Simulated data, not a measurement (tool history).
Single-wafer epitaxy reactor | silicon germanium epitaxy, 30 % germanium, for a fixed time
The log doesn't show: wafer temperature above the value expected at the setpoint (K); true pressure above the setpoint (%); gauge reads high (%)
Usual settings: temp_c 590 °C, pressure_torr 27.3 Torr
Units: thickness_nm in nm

run	day	temp_c	pressure_torr	wafers since the last listed run	hours since the last pyrometer calibration	hours since the last manometer calibration	hours since the showerhead was replaced	hours since the gauge calibration	read-back reference wafer on the same gauge, thickness_nm	thickness_nm
1	0.000	590	27.3	0	2258.3	2099.4	7262.7	912.1	54.706	57.914
2	11.804	590	27.3	4374	2541.6	2382.7	7546.0	1195.4	54.782	58.222
3	14.262	590	27.3	910	2600.6	2441.7	7605.0	1254.4	54.855	58.253
4	17.188	590	29.1	1083	2670.8	2511.9	7675.2	1324.6	54.866	60.633
5	21.571	590	27.3	1624	2776.0	2617.1	7780.4	1429.8	54.850	58.248
# day 23.904: gauge calibrated
6	25.329	590	27.3	1392	2866.2	2707.3	7870.6	34.2	53.910	57.152
7	28.062	590	27.3	1012	2931.8	2772.9	7936.2	99.8	54.013	57.724
# day 29.929: pyrometer calibrated
# day 30.875: showerhead replaced
8	31.329	590	27.3	963	33.6	2851.3	10.9	178.2	54.293	57.720
9	34.092	590	27.3	1023	99.9	2917.6	77.2	244.5	54.488	57.788
# day 36.050: capacitance manometer re-zeroed and calibrated
10	37.304	605	31.7	1066	177.0	30.1	154.3	321.6	54.473	86.832
11	39.242	577	30.1	717	223.5	76.6	200.8	368.1	54.530	46.322
12	42.046	594	23.7	1039	290.8	143.9	268.1	435.4	54.604	58.017
13	44.900	590	27.3	1057	359.3	212.4	336.6	503.9	54.780	58.573
14	48.242	590	27.3	1238	439.5	292.6	416.8	584.1	54.628	58.400
15	49.938	595	27.3	628	480.2	333.3	457.5	624.8	54.704	65.037
16	51.575	590	27.3	606	519.5	372.6	496.8	664.1	54.699	58.493
17	53.558	590	30.9	734	567.1	420.2	544.4	711.7	54.829	62.769
18	56.579	582	30.1	1119	639.6	492.7	616.9	784.2	54.744	51.847

4 ways to go on from here, each from the tool as it stands after run 18. What would each give?
A	56.596	590	32.4	6	640.0	493.1	617.3	784.6	?	?
B	56.596	590	25.2	6	640.0	493.1	617.3	784.6	?	?
C	56.596	577	29.3	6	640.0	493.1	617.3	784.6	?	?
D	56.596	590	20.5	6	640.0	493.1	617.3	784.6	?	?

run	read-back reference wafer on the same gauge, thickness_nm	thickness_nm
A	54.832	64.552
B	54.832	55.799
C	54.832	46.028
D	54.832	48.741
Without the tool's hidden state the same runs would have given:
run	thickness_nm
A	63.470
B	54.864
C	45.256
D	47.924
